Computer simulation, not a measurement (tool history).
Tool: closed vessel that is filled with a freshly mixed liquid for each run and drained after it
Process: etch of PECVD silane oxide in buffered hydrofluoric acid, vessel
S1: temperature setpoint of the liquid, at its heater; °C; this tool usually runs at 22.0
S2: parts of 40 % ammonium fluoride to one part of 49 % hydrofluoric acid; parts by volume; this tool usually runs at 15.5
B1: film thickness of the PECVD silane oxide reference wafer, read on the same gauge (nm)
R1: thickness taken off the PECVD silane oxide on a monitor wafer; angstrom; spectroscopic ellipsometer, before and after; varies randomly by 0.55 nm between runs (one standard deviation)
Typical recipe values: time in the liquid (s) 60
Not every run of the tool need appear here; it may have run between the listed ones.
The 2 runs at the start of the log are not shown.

Run 3, hour 49.7: usual settings; B1 120.01. Result: R1 1313.7 angstrom.
Run 4, hour 73.0: usual settings; B1 119.99. Result: R1 1324.1 angstrom.
Run 5, hour 108.1: usual settings; B1 120.00. Result: R1 1322.7 angstrom.
Run 6, hour 129.2: usual settings; B1 120.00. Result: R1 1323.0 angstrom.
Run 7, hour 148.8: usual settings but S1 26.0 °C; B1 119.98. Result: R1 1630.8 angstrom.
Run 8, hour 163.6: usual settings; B1 119.99. Result: R1 1316.8 angstrom.
Run 9, hour 183.0: usual settings; B1 120.00. Result: R1 1319.8 angstrom.
Run 10, hour 206.7: usual settings; B1 120.04. Result: R1 1312.1 angstrom.
Run 11, hour 238.3: usual settings; B1 120.01. Result: R1 1311.3 angstrom.
Run 12, hour 269.9: usual settings but S1 20.0 °C; B1 120.01. Result: R1 1178.8 angstrom.
Run 13, hour 290.4: usual settings; B1 119.96. Result: R1 1313.3 angstrom.
Run 14, hour 389.6: usual settings but S2 12.5 parts by volume; B1 120.00. Result: R1 1626.5 angstrom.
Run 15, hour 419.8: usual settings but S2 12.5 parts by volume; B1 119.99. Result: R1 1627.4 angstrom.
Run 16, hour 453.0: usual settings but S2 12.5 parts by volume; B1 119.99. Result: R1 1632.6 angstrom.

Predict the results of run 17:
Run 17, hour 478.6: usual settings but S1 25.5 °C, time in the liquid (s) 40; B1 ?. Result: R1 ?.

{"run 17": {"B1": 120.0, "R1": 1065.6}}
Minus the tool's unlogged condition, the same run would have read R1 1065.6 angstrom.
